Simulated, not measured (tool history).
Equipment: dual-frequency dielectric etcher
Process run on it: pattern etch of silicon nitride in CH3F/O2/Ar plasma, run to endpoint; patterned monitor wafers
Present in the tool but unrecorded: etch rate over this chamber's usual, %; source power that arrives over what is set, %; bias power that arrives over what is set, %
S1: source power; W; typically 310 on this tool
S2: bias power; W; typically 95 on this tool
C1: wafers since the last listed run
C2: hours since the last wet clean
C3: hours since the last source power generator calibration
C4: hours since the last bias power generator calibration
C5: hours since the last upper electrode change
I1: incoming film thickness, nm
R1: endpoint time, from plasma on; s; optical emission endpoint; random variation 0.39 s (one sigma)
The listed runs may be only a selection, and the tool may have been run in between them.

run 1 day=0.000 | S1=310 S2=95 | C1=0 C2=71.1 C3=2590.5 C4=2984.2 C5=5521.9 | I1=45.56 | R1=64.7
run 2 day=0.733 | S1=310 S2=95 | C1=168 C2=88.7 C3=2608.1 C4=3001.8 C5=5539.5 | I1=44.97 | R1=64.2
run 3 day=2.029 | S1=310 S2=95 | C1=298 C2=119.8 C3=2639.2 C4=3032.9 C5=5570.6 | I1=45.89 | R1=66.4
run 4 day=3.262 | S1=310 S2=95 | C1=283 C2=149.4 C3=2668.8 C4=3062.5 C5=5600.2 | I1=45.60 | R1=66.2
run 5 day=3.888 | S1=310 S2=109 | C1=143 C2=164.4 C3=2683.8 C4=3077.5 C5=5615.2 | I1=45.28 | R1=61.8
run 6 day=4.717 | S1=310 S2=109 | C1=190 C2=184.3 C3=2703.7 C4=3097.4 C5=5635.1 | I1=45.52 | R1=62.5
-- day=5.608 source power generator calibrated
run 7 day=6.117 | S1=360 S2=114 | C1=283 C2=217.9 C3=12.2 C4=3131.0 C5=5668.7 | I1=45.58 | R1=58.4
run 8 day=7.025 | S1=360 S2=114 | C1=209 C2=239.7 C3=34.0 C4=3152.8 C5=5690.5 | I1=44.73 | R1=56.6
run 9 day=8.471 | S1=360 S2=114 | C1=332 C2=274.4 C3=68.7 C4=3187.5 C5=5725.2 | I1=45.11 | R1=57.8
run 10 day=9.267 | S1=310 S2=95 | C1=183 C2=293.5 C3=87.8 C4=3206.6 C5=5744.3 | I1=45.47 | R1=67.6
run 11 day=10.192 | S1=310 S2=95 | C1=212 C2=315.7 C3=110.0 C4=3228.8 C5=5766.5 | I1=45.34 | R1=67.3
-- day=11.900 wet clean of the chamber
run 12 day=11.921 | S1=310 S2=95 | C1=167 C2=0.5 C3=151.5 C4=3270.3 C5=5808.0 | I1=45.69 | R1=64.8
run 13 day=12.371 | S1=240 S2=78 | C1=103 C2=11.3 C3=162.3 C4=3281.1 C5=5818.8 | I1=45.73 | R1=78.1
run 14 day=13.829 | S1=310 S2=77 | C1=335 C2=46.3 C3=197.3 C4=3316.1 C5=5853.8 | I1=45.33 | R1=71.0
run 15 day=15.296 | S1=240 S2=76 | C1=337 C2=81.5 C3=232.5 C4=3351.3 C5=5889.0 | I1=45.43 | R1=78.5
run 16 day=16.421 | S1=340 S2=111 | C1=258 C2=108.5 C3=259.5 C4=3378.3 C5=5916.0 | I1=45.46 | R1=58.8
-- day=17.483 upper electrode replaced
run 17 day=17.504 | S1=270 S2=95 | C1=19 C2=134.5 C3=285.5 C4=3404.3 C5=0.5 | I1=45.61 | R1=69.0
run 18 day=18.458 | S1=350 S2=75 | C1=219 C2=157.4 C3=308.4 C4=3427.2 C5=23.4 | I1=45.65 | R1=70.1
run 19 day=19.242 | S1=350 S2=81 | C1=180 C2=176.2 C3=327.2 C4=3446.0 C5=42.2 | I1=45.73 | R1=68.6
run 20 day=20.521 | S1=290 S2=110 | C1=294 C2=206.9 C3=357.9 C4=3476.7 C5=72.9 | I1=45.44 | R1=63.4
run 21 day=21.358 | S1=360 S2=85 | C1=192 C2=227.0 C3=378.0 C4=3496.8 C5=93.0 | I1=45.86 | R1=66.7
run 22 day=22.742 | S1=370 S2=111 | C1=318 C2=260.2 C3=411.2 C4=3530.0 C5=126.2 | I1=45.52 | R1=58.1
run 23 day=23.408 | S1=250 S2=81 | C1=153 C2=276.2 C3=427.2 C4=3546.0 C5=142.2 | I1=45.46 | R1=78.2
-- day=24.596 bias power generator calibrated
run 24 day=24.683 | S1=290 S2=102 | C1=255 C2=306.8 C3=457.8 C4=2.1 C5=172.8 | I1=45.35 | R1=66.5
run 25 day=25.558 | S1=310 S2=109 | C1=201 C2=327.8 C3=478.8 C4=23.1 C5=193.8 | I1=45.52 | R1=63.3
run 26 day=26.096 | S1=260 S2=117 | C1=123 C2=340.7 C3=491.7 C4=36.0 C5=206.7 | I1=45.45 | R1=65.1
-- day=27.375 wet clean of the chamber
run 27 day=27.396 | S1=340 S2=95 | C1=69 C2=0.5 C3=522.9 C4=67.2 C5=237.9 | I1=45.16 | R1=61.3
run 28 day=27.704 | S1=310 S2=95 | C1=70 C2=7.9 C3=530.3 C4=74.6 C5=245.3 | I1=45.49 | R1=64.5
run 29 day=28.596 | S1=260 S2=82 | C1=205 C2=29.3 C3=551.7 C4=96.0 C5=266.7 | I1=45.42 | R1=73.4
run 30 day=29.838 | S1=310 S2=95 | C1=285 C2=59.1 C3=581.5 C4=125.8 C5=296.5 | I1=45.32 | R1=64.7
run 31 day=31.288 | S1=310 S2=95 | C1=333 C2=93.9 C3=616.3 C4=160.6 C5=331.3 | I1=45.34 | R1=65.3
run 32 day=32.275 | S1=310 S2=83 | C1=227 C2=117.6 C3=640.0 C4=184.3 C5=355.0 | I1=45.43 | R1=69.0
run 33 day=33.775 | S1=310 S2=95 | C1=345 C2=153.6 C3=676.0 C4=220.3 C5=391.0 | I1=45.48 | R1=65.4
run 34 day=34.450 | S1=310 S2=104 | C1=155 C2=169.8 C3=692.2 C4=236.5 C5=407.2 | I1=45.43 | R1=63.5
run 35 day=35.721 | S1=360 S2=104 | C1=292 C2=200.3 C3=722.7 C4=267.0 C5=437.7 | I1=45.33 | R1=60.0

Table of differences, measured result less the result of that run with no hidden state. Run-to-run variation is the same in both. Gauge scatter possibly is not:
run=1 R1=+0.7
run=2 R1=+0.9
run=3 R1=+1.2
run=4 R1=+1.5
run=5 R1=+1.5
run=6 R1=+1.8
run=7 R1=+1.9
run=8 R1=+2.0
run=9 R1=+2.3
run=10 R1=+2.9
run=11 R1=+3.1
run=12 R1=-0.1
run=13 R1=+0.0
run=14 R1=+0.3
run=15 R1=+0.8
run=16 R1=+0.8
run=17 R1=+1.2
run=18 R1=+1.4
run=19 R1=+1.6
run=20 R1=+1.7
run=21 R1=+2.1
run=22 R1=+2.0
run=23 R1=+2.9
run=24 R1=+2.8
run=25 R1=+2.9
run=26 R1=+3.1
run=27 R1=-0.1
run=28 R1=+0.0
run=29 R1=+0.2
run=30 R1=+0.5
run=31 R1=+0.8
run=32 R1=+1.1
run=33 R1=+1.4
run=34 R1=+1.5
run=35 R1=+1.6
